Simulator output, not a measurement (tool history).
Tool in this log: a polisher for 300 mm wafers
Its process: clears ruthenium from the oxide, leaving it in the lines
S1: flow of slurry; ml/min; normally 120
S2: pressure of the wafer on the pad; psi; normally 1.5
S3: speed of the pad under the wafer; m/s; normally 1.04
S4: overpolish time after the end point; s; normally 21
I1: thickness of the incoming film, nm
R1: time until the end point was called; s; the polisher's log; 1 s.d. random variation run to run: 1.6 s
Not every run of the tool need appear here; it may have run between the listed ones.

{"run": 1, "hour": 0.0, "S1": 120, "S2": 1.5, "S3": 1.04, "S4": 21, "I1": 64.8, "R1": 76.9}
{"run": 2, "hour": 23.0, "S1": 120, "S2": 1.5, "S3": 1.04, "S4": 21, "I1": 65.6, "R1": 79.1}
{"run": 3, "hour": 48.0, "S1": 120, "S2": 1.5, "S3": 1.04, "S4": 21, "I1": 65.7, "R1": 76.3}
{"run": 4, "hour": 66.7, "S1": 120, "S2": 1.8, "S3": 1.04, "S4": 25, "I1": 64.1, "R1": 63.8}
{"hour": 97.9, "done": "worn pad replaced by a new one"}
{"run": 5, "hour": 100.9, "S1": 120, "S2": 1.8, "S3": 1.04, "S4": 25, "I1": 64.9, "R1": 64.9}
{"run": 6, "hour": 131.0, "S1": 120, "S2": 1.8, "S3": 1.04, "S4": 25, "I1": 64.9, "R1": 63.2}
{"run": 7, "hour": 166.2, "S1": 120, "S2": 1.5, "S3": 1.04, "S4": 21, "I1": 65.6, "R1": 72.5}
{"run": 8, "hour": 182.2, "S1": 120, "S2": 1.5, "S3": 1.04, "S4": 21, "I1": 65.9, "R1": 76.9}
{"run": 9, "hour": 207.4, "S1": 120, "S2": 1.5, "S3": 1.04, "S4": 21, "I1": 65.1, "R1": 75.4}
{"run": 10, "hour": 220.3, "S1": 120, "S2": 1.5, "S3": 1.32, "S4": 21, "I1": 64.7, "R1": 58.9}
{"hour": 231.8, "done": "slurry nozzle cleaned"}
{"run": 11, "hour": 236.4, "S1": 120, "S2": 1.5, "S3": 1.32, "S4": 21, "I1": 64.7, "R1": 57.8}
{"run": 12, "hour": 262.2, "S1": 120, "S2": 1.5, "S3": 1.04, "S4": 21, "I1": 65.4, "R1": 78.7}
{"hour": 266.3, "done": "head pressure recalibrated"}
{"hour": 296.9, "done": "worn pad replaced by a new one"}
{"run": 13, "hour": 297.4, "S1": 120, "S2": 1.5, "S3": 1.04, "S4": 21, "I1": 65.5, "R1": 80}
{"run": 14, "hour": 307.7, "S1": 120, "S2": 1.5, "S3": 1.04, "S4": 21, "I1": 65, "R1": 80.4}
{"run": 15, "hour": 332.9, "S1": 120, "S2": 1.5, "S3": 1.04, "S4": 21, "I1": 64.9, "R1": 77.2}
{"run": 16, "hour": 367.9, "S1": 120, "S2": 1.5, "S3": 1.04, "S4": 21, "I1": 64.3, "R1": 74.1}
{"run": 17, "hour": 395.6, "S1": 100, "S2": 1.1, "S3": 0.7, "S4": 14, "I1": 64.4, "R1": 155.6}
{"run": 18, "hour": 418.4, "S1": 135, "S2": 1.2, "S3": 1.04, "S4": 34, "I1": 65.2, "R1": 92.3}
{"run": 19, "hour": 433.2, "S1": 120, "S2": 1.5, "S3": 1.04, "S4": 9, "I1": 65.5, "R1": 73.3}
{"run": 20, "hour": 458.3, "S1": 105, "S2": 1.5, "S3": 0.76, "S4": 27, "I1": 65.9, "R1": 107.3}
{"run": 21, "hour": 478.2, "S1": 120, "S2": 1.2, "S3": 0.86, "S4": 8, "I1": 65, "R1": 109.6}
{"run": 22, "hour": 496.3, "S1": 100, "S2": 2, "S3": 1.28, "S4": 28, "I1": 65.5, "R1": 49.4}
{"run": 23, "hour": 521.0, "S1": 90, "S2": 1.5, "S3": 1.04, "S4": 16, "I1": 64.8, "R1": 81.2}
{"hour": 541.1, "done": "worn pad replaced by a new one"}
{"run": 24, "hour": 551.2, "S1": 145, "S2": 1.5, "S3": 0.84, "S4": 21, "I1": 66, "R1": 89.2}
{"run": 25, "hour": 582.3, "S1": 155, "S2": 1.3, "S3": 1.04, "S4": 21, "I1": 64.8, "R1": 77.7}
{"hour": 589.9, "done": "head pressure recalibrated"}
{"run": 26, "hour": 614.8, "S1": 120, "S2": 1.7, "S3": 1.04, "S4": 21, "I1": 65.5, "R1": 72.2}
{"run": 27, "hour": 628.4, "S1": 120, "S2": 1.5, "S3": 1.04, "S4": 21, "I1": 64.6, "R1": 75.2}
{"run": 28, "hour": 642.1, "S1": 120, "S2": 1.5, "S3": 1.04, "S4": 21, "I1": 65.1, "R1": 79.4}
{"run": 29, "hour": 675.9, "S1": 140, "S2": 1.5, "S3": 0.72, "S4": 21, "I1": 65, "R1": 107.9}
{"run": 30, "hour": 689.9, "S1": 120, "S2": 1.5, "S3": 1.04, "S4": 21, "I1": 65.8, "R1": 78.4}
{"hour": 721.3, "done": "slurry nozzle cleaned"}
{"run": 31, "hour": 721.7, "S1": 90, "S2": 1.3, "S3": 1.04, "S4": 28, "I1": 63.7, "R1": 94.2}
{"run": 32, "hour": 754.4, "S1": 120, "S2": 1.5, "S3": 0.92, "S4": 21, "I1": 65.1, "R1": 85.8}
{"run": 33, "hour": 769.7, "S1": 145, "S2": 1, "S3": 0.72, "S4": 27, "I1": 65.3, "R1": 149.1}
{"hour": 794.7, "done": "worn pad replaced by a new one"}
{"run": 34, "hour": 852.7, "S1": 95, "S2": 1.7, "S3": 0.94, "S4": 11, "I1": 64.7, "R1": 77.6}
{"run": 35, "hour": 886.9, "S1": 120, "S2": 1.5, "S3": 1.36, "S4": 31, "I1": 65.7, "R1": 56.2}
{"run": 36, "hour": 920.8, "S1": 105, "S2": 1.5, "S3": 1.04, "S4": 32, "I1": 63.8, "R1": 74}
{"hour": 945.0, "done": "head pressure recalibrated"}
{"run": 37, "hour": 954.2, "S1": 120, "S2": 1.5, "S3": 1.04, "S4": 21, "I1": 64.6, "R1": 80.7}
{"run": 38, "hour": 977.0, "S1": 120, "S2": 1.5, "S3": 1.04, "S4": 21, "I1": 65.9, "R1": 84.6}

Below are 3 alternative next runs, each starting from the tool's condition after run 38. Predict each:
{"run": "A", "hour": 977.5, "S1": 120, "S2": 1.5, "S3": 1.04, "S4": 32, "I1": 65.7, "R1": "?"}
{"run": "B", "hour": 977.5, "S1": 135, "S2": 1.5, "S3": 1.04, "S4": 21, "I1": 65.7, "R1": "?"}
{"run": "C", "hour": 977.5, "S1": 90, "S2": 1.3, "S3": 0.76, "S4": 26, "I1": 65.7, "R1": "?"}

run=A R1=83
run=B R1=80.9
run=C R1=139.4
What these runs would have given with no unlogged condition in the tool:
run=A R1=84.8
run=B R1=82.6
run=C R1=142.4
